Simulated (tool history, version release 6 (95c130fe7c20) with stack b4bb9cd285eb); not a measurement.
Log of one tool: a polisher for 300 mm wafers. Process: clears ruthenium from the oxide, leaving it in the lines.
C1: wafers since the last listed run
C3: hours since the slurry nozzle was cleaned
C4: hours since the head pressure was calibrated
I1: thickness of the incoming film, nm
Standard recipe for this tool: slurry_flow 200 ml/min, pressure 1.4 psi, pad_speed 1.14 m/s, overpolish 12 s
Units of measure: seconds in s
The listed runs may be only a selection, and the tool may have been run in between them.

Run 1, hour 0: usual settings; C1 0; wafers polished on this pad 987; C3 208.1; C4 736.8; I1 133.8. Result: seconds 125.6 s.
Run 2, hour 55.6: usual settings but slurry_flow 215 ml/min, overpolish 17 s; C1 437; wafers polished on this pad 1425; C3 263.7; C4 792.4; I1 137.1. Result: seconds 127.8 s.
At hour 71.8: head pressure recalibrated.
Run 3, hour 100.7: usual settings but slurry_flow 215 ml/min, overpolish 17 s; C1 339; wafers polished on this pad 1764; C3 308.8; C4 28.9; I1 134.4. Result: seconds 136 s.
Run 4, hour 157.9: usual settings but slurry_flow 250 ml/min; C1 450; wafers polished on this pad 2214; C3 366; C4 86.1; I1 132.9. Result: seconds 131.7 s.
At hour 238.3: worn pad replaced by a new one.
Run 5, hour 238.8: usual settings but slurry_flow 250 ml/min; C1 605; wafers polished on this pad 3; C3 446.9; C4 167; I1 136.9. Result: seconds 135.9 s.
Run 6, hour 333.8: usual settings but slurry_flow 250 ml/min; C1 747; wafers polished on this pad 751; C3 541.9; C4 262; I1 134.2. Result: seconds 130.8 s.
Run 7, hour 373.5: usual settings but slurry_flow 180 ml/min; C1 312; wafers polished on this pad 1063; C3 581.6; C4 301.7; I1 135. Result: seconds 135.2 s.
At hour 468.5: slurry nozzle cleaned.
Run 8, hour 480.9: usual settings but slurry_flow 180 ml/min; C1 837; wafers polished on this pad 1900; C3 12.4; C4 409.1; I1 133.2. Result: seconds 134.6 s.
Run 9, hour 525.2: usual settings but slurry_flow 180 ml/min; C1 348; wafers polished on this pad 2249; C3 56.7; C4 453.4; I1 134.5. Result: seconds 136.7 s.
At hour 564.1: worn pad replaced by a new one, of another model than before.
Run 10, hour 622.9: usual settings; C1 737; wafers polished on this pad 462; C3 154.4; C4 551.1; I1 132.9. Result: seconds 130.6 s.
Run 11, hour 695.4: usual settings; C1 570; wafers polished on this pad 1032; C3 226.9; C4 623.6; I1 134. Result: seconds 131.9 s.
Run 12, hour 787.2: usual settings but slurry_flow 245 ml/min, overpolish 17 s; C1 722; wafers polished on this pad 1755; C3 318.7; C4 715.4; I1 134.1. Result: seconds 129.1 s.
Run 13, hour 856.9: usual settings but slurry_flow 175 ml/min, pad_speed 1 m/s, overpolish 7 s; C1 548; wafers polished on this pad 2303; C3 388.4; C4 785.1; I1 132.8. Result: seconds 143.1 s.
At hour 876.7: head pressure recalibrated.
Run 14, hour 906.6: usual settings but pad_speed 1.54 m/s; C1 375; wafers polished on this pad 2678; C3 438.1; C4 29.9; I1 134.8. Result: seconds 111.1 s.
At hour 989.1: worn pad replaced by a new one.
Run 15, hour 989.6: usual settings but pressure 0.9 psi, pad_speed 0.86 m/s, overpolish 17 s; C1 621; wafers polished on this pad 3; C3 521.1; C4 112.9; I1 135.6. Result: seconds 205.4 s.
Run 16, hour 1087.3: usual settings but pad_speed 1.02 m/s; C1 768; wafers polished on this pad 772; C3 618.8; C4 210.6; I1 137.9. Result: seconds 154.7 s.
At hour 1154.3: slurry nozzle cleaned.
Run 17, hour 1212.4: usual settings but pad_speed 1.54 m/s; C1 976; wafers polished on this pad 1748; C3 58.1; C4 335.7; I1 137.5. Result: seconds 112.1 s.
Run 18, hour 1316: usual settings but pad_speed 1.54 m/s; C1 815; wafers polished on this pad 2563; C3 161.7; C4 439.3; I1 135.4. Result: seconds 110.4 s.
At hour 1396.8: worn pad replaced by a new one.
Run 19, hour 1491.5: usual settings but slurry_flow 145 ml/min, pressure 1 psi, pad_speed 1.34 m/s; C1 1349; wafers polished on this pad 745; C3 337.2; C4 614.8; I1 134.7. Result: seconds 141.7 s.
Run 20, hour 1578.7: usual settings but slurry_flow 215 ml/min, overpolish 17 s; C1 686; wafers polished on this pad 1431; C3 424.4; C4 702; I1 137.4. Result: seconds 136.3 s.
At hour 1646.9: head pressure recalibrated.
Run 21, hour 1678: usual settings; C1 765; wafers polished on this pad 2196; C3 523.7; C4 31.1; I1 132.8. Result: seconds 137.5 s.
At hour 1716.4: worn pad replaced by a new one.
Run 22, hour 1749: usual settings but slurry_flow 160 ml/min, pressure 1 psi, pad_speed 0.98 m/s, overpolish 9 s; C1 527; wafers polished on this pad 256; C3 594.7; C4 102.1; I1 132. Result: seconds 180.6 s.
Run 23, hour 1856.5: usual settings but pad_speed 0.82 m/s, overpolish 19 s; C1 845; wafers polished on this pad 1102; C3 702.2; C4 209.6; I1 134.2. Result: seconds 172.5 s.

Run-by-run hidden state of the tool:
removal rate lost through wear of the pad, %: 0 at every run
slurry flow missing at the pad, %: 0 at every run
H1: deviation of the head's pressure from its setpoint, %
run       H1
  1     7.23
  2     8.41
  3    0.411
  4    0.503
  5    0.789
  6     1.36
  7     1.67
  8     2.74
  9     3.27
 10     4.64
 11     5.83
 12     7.55
 13     9.01
 14    -1.56
 15    -1.39
 16   -0.948
 17  0.00686
 18     1.13
 19     3.71
 20     5.32
 21    -2.18
 22    -2.05
 23    -1.58
